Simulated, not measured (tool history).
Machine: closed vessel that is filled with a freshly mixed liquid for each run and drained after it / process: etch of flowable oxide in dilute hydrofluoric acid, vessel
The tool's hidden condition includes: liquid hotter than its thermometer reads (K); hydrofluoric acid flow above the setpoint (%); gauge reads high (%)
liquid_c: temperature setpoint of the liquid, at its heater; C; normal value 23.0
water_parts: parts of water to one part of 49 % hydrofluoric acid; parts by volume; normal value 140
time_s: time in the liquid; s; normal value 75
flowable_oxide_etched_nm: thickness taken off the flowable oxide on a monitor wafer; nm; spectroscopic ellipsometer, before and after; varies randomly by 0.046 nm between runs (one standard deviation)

run,hour,liquid_c,water_parts,time_s,wafers since the last listed run,hours since the thermometer was replaced,hours since the hydrofluoric acid flow meter was replaced,hours since the gauge calibration,"read-back film thickness of the flowable oxide reference wafer, read on the same gauge (nm)",flowable_oxide_etched_nm
1,0.0,23.0,140,105,0,1617.0,776.4,28.8,139.98,19.57
2,6.2,23.0,170,75,868,1623.2,782.6,35.0,140.00,11.17
3,19.7,23.0,170,75,1891,1636.7,796.1,48.5,140.00,11.17
4,32.0,23.0,140,45,1722,1649.0,808.4,60.8,140.02,8.38
5,38.5,23.0,165,110,910,1655.5,814.9,67.3,140.02,17.06
6,52.7,23.0,140,75,1989,1669.7,829.1,81.5,140.00,14.16
7,69.3,23.0,140,75,2325,1686.3,845.7,98.1,139.99,14.11
8,78.3,23.0,140,75,1260,1695.3,854.7,107.1,140.01,14.18
9,85.4,23.0,140,75,994,1702.4,861.8,114.2,140.02,14.13
10,96.1,23.0,140,75,1498,1713.1,872.5,124.9,140.00,14.17
11,103.0,23.0,140,75,966,1720.0,879.4,131.8,139.99,14.19
# hour 110.0: thermometer replaced
12,110.5,23.0,140,75,910,0.5,886.9,139.3,139.99,13.02
13,120.9,23.0,140,65,1456,10.9,897.3,149.7,140.00,11.40
# hour 130.7: hydrofluoric acid flow meter replaced
14,138.9,23.0,180,75,2381,28.9,8.2,167.7,140.00,8.46
15,154.2,23.0,180,75,2143,44.2,23.5,183.0,140.00,8.47
16,162.9,23.0,140,110,1218,52.9,32.2,191.7,140.01,16.67
17,176.0,26.0,95,60,1834,66.0,45.3,204.8,139.99,16.04
18,192.0,23.0,140,75,2241,82.0,61.3,220.8,140.01,11.41
19,208.4,18.5,170,95,2297,98.4,77.7,237.2,139.99,9.77
20,223.6,20.0,140,75,2129,113.6,92.9,252.4,139.99,10.26
21,239.9,23.0,140,75,2283,129.9,109.2,268.7,140.01,11.55
# hour 248.6: gauge calibrated
22,248.6,23.0,140,75,1218,138.6,117.9,0.0,140.00,11.52
23,261.3,23.0,140,75,1778,151.3,130.6,12.7,139.99,11.60
24,271.5,27.0,160,75,1428,161.5,140.8,22.9,139.98,11.57
25,281.6,23.0,140,55,1414,171.6,150.9,33.0,139.99,8.51
26,293.5,23.0,140,75,1666,183.5,162.8,44.9,139.99,11.58
27,303.0,27.0,200,45,1330,193.0,172.3,54.4,140.01,5.33
28,313.5,23.0,140,75,1470,203.5,182.8,64.9,140.00,11.73
29,329.6,23.0,190,75,2255,219.6,198.9,81.0,140.02,8.21
30,342.6,24.5,140,105,1820,232.6,211.9,94.0,140.00,17.45
31,358.7,25.0,140,35,2255,248.7,228.0,110.1,140.01,5.94
32,376.5,19.0,180,95,2493,266.5,245.8,127.9,139.99,9.57
33,391.2,20.5,140,75,2059,281.2,260.5,142.6,140.00,10.78

Some steps in flowable_oxide_etched_nm, run to run, broken into two amounts with sign: the step expected even without the hidden condition (settings, incoming material, random variation), and the rest, left for the hidden condition together with whatever gauge scatter is not in both the measured and the hidden-condition-free result:
Run 1 -> 2: water_parts 140 -> 170, time_s 105 -> 75. flowable_oxide_etched_nm -8.40 nm: hidden state -1.62, all else -6.78.
Run 4 -> 5: water_parts 140 -> 165, time_s 45 -> 110. flowable_oxide_etched_nm +8.68 nm: hidden state +1.77, all else +6.91.
Run 13 -> 14: water_parts 140 -> 180, time_s 65 -> 75, hydrofluoric acid flow meter replaced. flowable_oxide_etched_nm -2.94 nm: hidden state -1.54, all else -1.40.
Run 29 -> 30: liquid_c 23.0 -> 24.5, water_parts 190 -> 140, time_s 75 -> 105. flowable_oxide_etched_nm +9.24 nm: hidden state +0.43, all else +8.81.
Run 30 -> 31: liquid_c 24.5 -> 25.0, time_s 105 -> 35. flowable_oxide_etched_nm -11.51 nm: hidden state -0.50, all else -11.01.

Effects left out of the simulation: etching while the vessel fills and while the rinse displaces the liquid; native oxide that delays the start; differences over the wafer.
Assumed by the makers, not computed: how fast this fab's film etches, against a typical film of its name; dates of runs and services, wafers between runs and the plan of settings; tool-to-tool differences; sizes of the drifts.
